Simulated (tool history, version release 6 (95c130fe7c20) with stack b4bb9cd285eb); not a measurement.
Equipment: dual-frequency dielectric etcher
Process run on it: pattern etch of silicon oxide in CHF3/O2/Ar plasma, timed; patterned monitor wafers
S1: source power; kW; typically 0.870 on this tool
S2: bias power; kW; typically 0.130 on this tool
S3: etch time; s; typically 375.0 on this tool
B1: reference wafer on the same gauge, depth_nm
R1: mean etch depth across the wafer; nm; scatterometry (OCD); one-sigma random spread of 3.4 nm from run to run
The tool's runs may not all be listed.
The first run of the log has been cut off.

{"run": 2, "hour": 8.9, "S1": 0.87, "S2": 0.13, "S3": 375.0, "B1": 845.9, "R1": 798.5}
{"run": 3, "hour": 19.6, "S1": 0.87, "S2": 0.13, "S3": 375.0, "B1": 847.6, "R1": 796.6}
{"run": 4, "hour": 37.3, "S1": 0.87, "S2": 0.13, "S3": 375.0, "B1": 846.4, "R1": 792.6}
{"hour": 71.1, "done": "wet clean of the chamber"}
{"run": 5, "hour": 71.6, "S1": 0.87, "S2": 0.13, "S3": 375.0, "B1": 848.6, "R1": 793.1}
{"run": 6, "hour": 72.0, "S1": 0.87, "S2": 0.13, "S3": 375.0, "B1": 847.4, "R1": 795.0}
{"run": 7, "hour": 72.4, "S1": 0.87, "S2": 0.13, "S3": 406.5, "B1": 845.8, "R1": 857.1}
{"hour": 88.5, "done": "bias power generator calibrated"}
{"run": 8, "hour": 89.0, "S1": 0.87, "S2": 0.13, "S3": 406.5, "B1": 847.2, "R1": 858.4}
{"hour": 120.3, "done": "upper electrode replaced"}
{"run": 9, "hour": 120.8, "S1": 0.87, "S2": 0.13, "S3": 406.5, "B1": 847.3, "R1": 855.6}
{"run": 10, "hour": 121.2, "S1": 0.87, "S2": 0.13, "S3": 375.0, "B1": 847.3, "R1": 795.5}
{"run": 11, "hour": 132.6, "S1": 0.87, "S2": 0.13, "S3": 375.0, "B1": 847.4, "R1": 789.3}
{"hour": 138.9, "done": "gauge calibrated"}
{"run": 12, "hour": 163.8, "S1": 0.87, "S2": 0.13, "S3": 375.0, "B1": 846.1, "R1": 796.6}
{"run": 13, "hour": 180.1, "S1": 0.78, "S2": 0.13, "S3": 271.5, "B1": 846.4, "R1": 553.5}
{"run": 14, "hour": 196.8, "S1": 0.68, "S2": 0.145, "S3": 305.0, "B1": 845.9, "R1": 597.3}
{"run": 15, "hour": 213.2, "S1": 0.7, "S2": 0.146, "S3": 375.0, "B1": 846.7, "R1": 751.0}
{"run": 16, "hour": 219.9, "S1": 0.65, "S2": 0.159, "S3": 375.0, "B1": 848.6, "R1": 744.8}
{"hour": 231.4, "done": "source power generator calibrated"}
{"run": 17, "hour": 234.3, "S1": 0.87, "S2": 0.149, "S3": 375.0, "B1": 847.2, "R1": 819.9}
{"run": 18, "hour": 251.3, "S1": 0.87, "S2": 0.13, "S3": 375.0, "B1": 844.5, "R1": 798.9}
{"run": 19, "hour": 258.3, "S1": 0.87, "S2": 0.16, "S3": 438.0, "B1": 846.1, "R1": 969.3}
{"run": 20, "hour": 272.0, "S1": 0.68, "S2": 0.145, "S3": 305.0, "B1": 847.7, "R1": 597.4}
{"run": 21, "hour": 288.0, "S1": 0.87, "S2": 0.13, "S3": 375.0, "B1": 844.9, "R1": 793.7}

For run 22, what comes out?
{"run": 22, "hour": 303.4, "S1": 0.87, "S2": 0.13, "S3": 375.0, "B1": "?", "R1": "?"}

Run 22 measured B1 846.7, R1 794.5 nm.
The same run, on a tool lacking any hidden state, would have yielded R1 794.5 nm.

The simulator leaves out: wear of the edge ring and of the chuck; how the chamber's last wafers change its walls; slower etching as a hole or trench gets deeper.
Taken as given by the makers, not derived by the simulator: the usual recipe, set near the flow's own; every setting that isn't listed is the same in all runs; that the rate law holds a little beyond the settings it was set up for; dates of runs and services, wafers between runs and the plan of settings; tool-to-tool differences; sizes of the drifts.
